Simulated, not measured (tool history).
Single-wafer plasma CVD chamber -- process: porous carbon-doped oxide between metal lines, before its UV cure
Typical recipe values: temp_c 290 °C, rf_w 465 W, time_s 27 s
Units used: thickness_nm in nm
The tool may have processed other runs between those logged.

run,hour,temp_c,rf_w,time_s,wafers since the last listed run,hours since the last thermocouple change,hours since the last RF generator calibration,hours since the showerhead was replaced,hours since the gauge calibration,"read-back reference wafer on the same gauge, thickness_nm",thickness_nm
1,0,290,435,27,0,711.4,1715.3,6567.9,813.6,137.155,138.281
2,39,290,525,27,1154,750.4,1754.3,6606.9,852.6,137.072,160.065
3,122,290,525,27,2457,833.4,1837.3,6689.9,935.6,137.035,159.712
4,215.6,290,465,27,2771,927,1930.9,6783.5,1029.2,137.251,145.068
5,266.1,290,465,27,1495,977.5,1981.4,6834,1079.7,137.181,146.166
6,344.9,290,405,28.3,2333,1056.3,2060.2,6912.8,1158.5,136.839,135.146
7,443.1,290,405,28.3,2908,1154.5,2158.4,7011,1256.7,137.089,135.409
# hour 457.4: RF generator calibrated
# hour 505.1: thermocouple changed; heater temperature recalibrated
8,509.5,290,515,27,1492,4.4,52.1,7077.4,1323.1,136.783,157.587
9,545.9,290,515,27,1077,40.8,88.5,7113.8,1359.5,137.134,156.804
10,739.2,290,515,27,5724,234.1,281.8,7307.1,1552.8,136.937,157.132
11,813.6,281,495,27,2203,308.5,356.2,7381.5,1627.2,136.737,161.315
12,865.8,290,465,27,1545,360.7,408.4,7433.7,1679.4,137.088,144.911
13,1083.6,277,465,28.6,6449,578.5,626.2,7651.5,1897.2,137.085,167.793
14,1179.1,295,535,23,2828,674,721.7,7747,1992.7,136.9,134.879
15,1226.4,290,465,27,1400,721.3,769,7794.3,2040,136.738,145.672
16,1300.7,290,490,31.7,2200,795.6,843.3,7868.6,2114.3,137.051,178.584
17,1356,290,465,27,1637,850.9,898.6,7923.9,2169.6,137.03,145.134
18,1414.8,294,395,30.2,1741,909.7,957.4,7982.7,2228.4,136.869,138.526
19,1511.2,304,465,25.2,2854,1006.1,1053.8,8079.1,2324.8,137.201,125.478
# hour 1555.8: gauge calibrated
20,1599.9,290,465,27,2626,1094.8,1142.5,8167.8,44.1,136.975,146.455
21,1650.6,290,550,27,1501,1145.5,1193.2,8218.5,94.8,137.207,164.866
22,1736.3,290,415,30.8,2537,1231.2,1278.9,8304.2,180.5,136.88,149.882
23,1813.5,290,525,23.3,2286,1308.4,1356.1,8381.4,257.7,136.891,138.174
24,1906.7,290,465,27,2760,1401.6,1449.3,8474.6,350.9,137.161,145.757
# hour 1985.3: thermocouple changed; heater temperature recalibrated
25,1988.4,285,530,29.6,2182,3.1,1531,8556.3,432.6,136.729,181.146
# hour 2046.1: showerhead replaced
26,2082.6,304,550,25,2552,97.3,1625.2,36.5,526.8,136.975,141.644
27,2126.5,296,555,30.8,1300,141.2,1669.1,80.4,570.7,136.807,181.478
28,2194.5,290,465,28.5,2013,209.2,1737.1,148.4,638.7,137.12,153.638
29,2243.3,280,410,27,1445,258,1785.9,197.2,687.5,136.973,139.289
# hour 2399.8: RF generator calibrated
30,2478.6,290,465,27,6731,493.3,78.8,432.5,922.8,136.983,145.645
31,2530.1,286,525,25.5,1525,544.8,130.3,484,974.3,137.035,154.427
32,2717.8,290,465,27,5558,732.5,318,671.7,1162,137.118,145.268
33,2906.6,290,440,24.2,5591,921.3,506.8,860.5,1350.8,136.961,126.406

What differs in the tool's unlogged condition from the final listed run ahead of each entry between runs to the first listed run following it?
In the gap between runs 7 and 8: RF generator calibrated (hour 457.4); thermocouple changed; heater temperature recalibrated (hour 505.1)
  no difference in the tool's unlogged condition between these two runs
In the gap between runs 19 and 20: gauge calibrated (hour 1555.8)
  no difference in the tool's unlogged condition between these two runs
In the gap between runs 24 and 25: thermocouple changed; heater temperature recalibrated (hour 1985.3)
  no difference in the tool's unlogged condition between these two runs
In the gap between runs 25 and 26: showerhead replaced (hour 2046.1)
  no difference in the tool's unlogged condition between these two runs
In the gap between runs 29 and 30: RF generator calibrated (hour 2399.8)
  no difference in the tool's unlogged condition between these two runs

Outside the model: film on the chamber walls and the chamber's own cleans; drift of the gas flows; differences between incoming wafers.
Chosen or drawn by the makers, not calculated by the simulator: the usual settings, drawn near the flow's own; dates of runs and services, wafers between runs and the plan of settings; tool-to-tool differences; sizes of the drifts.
